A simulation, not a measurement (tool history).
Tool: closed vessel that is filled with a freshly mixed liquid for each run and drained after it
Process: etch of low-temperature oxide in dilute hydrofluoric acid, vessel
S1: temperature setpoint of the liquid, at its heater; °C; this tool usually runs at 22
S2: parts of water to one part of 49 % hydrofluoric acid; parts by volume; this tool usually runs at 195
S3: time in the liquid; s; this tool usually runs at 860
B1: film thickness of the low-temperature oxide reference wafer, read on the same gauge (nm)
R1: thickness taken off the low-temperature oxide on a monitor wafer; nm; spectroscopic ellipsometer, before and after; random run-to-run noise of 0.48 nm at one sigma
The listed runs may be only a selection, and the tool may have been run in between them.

Run 1, hour 0: usual settings; B1 59.99. Result: R1 54.84 nm.
Run 2, hour 59.7: usual settings; B1 60. Result: R1 53.58 nm.
Run 3, hour 97.4: usual settings; B1 60. Result: R1 54.75 nm.
Run 4, hour 142.3: usual settings; B1 60. Result: R1 53.93 nm.
Run 5, hour 200.8: usual settings; B1 59.99. Result: R1 55.01 nm.
Run 6, hour 340.1: usual settings; B1 59.99. Result: R1 55.3 nm.
Run 7, hour 366.9: usual settings; B1 59.99. Result: R1 54.57 nm.
Run 8, hour 435.8: usual settings; B1 59.98. Result: R1 55.42 nm.
Run 9, hour 475.2: usual settings but S1 24.5 °C; B1 60. Result: R1 60.14 nm.
Run 10, hour 544.4: usual settings but S1 24.5 °C; B1 60.01. Result: R1 58.6 nm.
At hour 668.3: hydrofluoric acid flow meter replaced.
At hour 673.9: gauge calibrated.
Run 11, hour 720.7: usual settings but S2 280 parts by volume; B1 60. Result: R1 35.29 nm.
Run 12, hour 776.5: usual settings but S1 27 °C, S2 165 parts by volume; B1 59.99. Result: R1 79.05 nm.
Run 13, hour 813.7: usual settings; B1 60.01. Result: R1 54.67 nm.
Run 14, hour 964.7: usual settings but S1 25.5 °C, S2 285 parts by volume, S3 545 s; B1 60.02. Result: R1 24.47 nm.
Run 15, hour 1033.3: usual settings but S1 25 °C, S2 275 parts by volume; B1 60.01. Result: R1 39.42 nm.

What will run 16 give?
At hour 1079.1: thermometer replaced.
Run 16, hour 1098.1: usual settings but S1 18.5 °C, S2 295 parts by volume; B1 ?. Result: R1 ?.

B1: 60
R1: 29.11 nm
The same run, on a tool lacking any hidden state, would have yielded R1 29.11 nm.
